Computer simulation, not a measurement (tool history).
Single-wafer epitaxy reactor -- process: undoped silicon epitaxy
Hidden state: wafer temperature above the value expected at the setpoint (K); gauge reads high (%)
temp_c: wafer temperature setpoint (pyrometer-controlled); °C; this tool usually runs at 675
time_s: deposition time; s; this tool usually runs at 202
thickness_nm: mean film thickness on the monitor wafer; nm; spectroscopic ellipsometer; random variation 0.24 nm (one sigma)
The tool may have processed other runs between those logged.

run,hour,temp_c,time_s,wafers since the last listed run,hours since the last pyrometer calibration,hours since the gauge calibration,"read-back reference wafer on the same gauge, thickness_nm",thickness_nm
1,0.0,675,202,0,1841.4,1.4,65.423,54.045
2,38.1,675,202,207,1879.5,39.5,65.421,54.036
3,69.7,675,202,172,1911.1,71.1,65.435,54.201
4,100.8,675,178,169,1942.2,102.2,65.465,47.488
5,150.5,675,178,271,1991.9,151.9,65.398,47.385
6,204.0,675,178,291,2045.4,205.4,65.442,47.881
7,262.1,684,202,316,2103.5,263.5,65.355,66.207
8,446.5,684,202,1006,2287.9,447.9,65.420,66.347
9,488.2,684,202,227,2329.6,489.6,65.422,66.218
10,542.0,675,202,293,2383.4,543.4,65.426,53.662
11,582.5,675,202,220,2423.9,583.9,65.395,53.783
# hour 598.2: pyrometer calibrated
12,612.9,675,202,122,14.7,614.3,65.355,49.795
13,662.7,675,202,271,64.5,664.1,65.405,49.754
14,703.7,670,170,223,105.5,705.1,65.381,36.942
15,755.2,670,170,280,157.0,756.6,65.428,36.868
16,798.9,683,240,238,200.7,800.3,65.412,69.955
# hour 830.5: pyrometer calibrated, repeated, since the last time left the tool worse
17,863.8,688,231,310,33.3,865.2,65.393,87.584
18,892.9,662,183,158,62.4,894.3,65.446,37.636
# hour 924.1: gauge calibrated
19,960.5,683,240,368,130.0,36.4,65.351,80.777
20,996.1,675,202,194,165.6,72.0,65.422,56.098
21,1054.2,661,240,316,223.7,130.1,65.386,47.443
22,1108.9,669,184,298,278.4,184.8,65.401,44.114
23,1165.2,675,179,307,334.7,241.1,65.398,49.568
24,1210.5,679,225,247,380.0,286.4,65.408,68.235
25,1235.1,675,202,134,404.6,311.0,65.407,55.807
26,1297.8,683,240,342,467.3,373.7,65.386,79.328
27,1348.7,681,178,277,518.2,424.6,65.385,56.204
28,1495.8,675,176,802,665.3,571.7,65.455,47.693
29,1534.3,666,237,210,703.8,610.2,65.383,51.712
30,1590.8,675,202,308,760.3,666.7,65.459,54.705

4 ways to go on from here, each from the tool as it stands after run 30. What would each give?
A,1591.3,675,242,2,760.8,667.2,?,?
B,1591.3,685,181,2,760.8,667.2,?,?
C,1591.3,665,202,2,760.8,667.2,?,?
D,1591.3,664,187,2,760.8,667.2,?,?

run,"read-back reference wafer on the same gauge, thickness_nm",thickness_nm
A,65.372,65.326
B,65.372,61.746
C,65.372,42.903
D,65.372,38.763
Without the tool's hidden state the same runs would have given:
run,thickness_nm
A,69.345
B,65.452
C,45.609
D,41.215
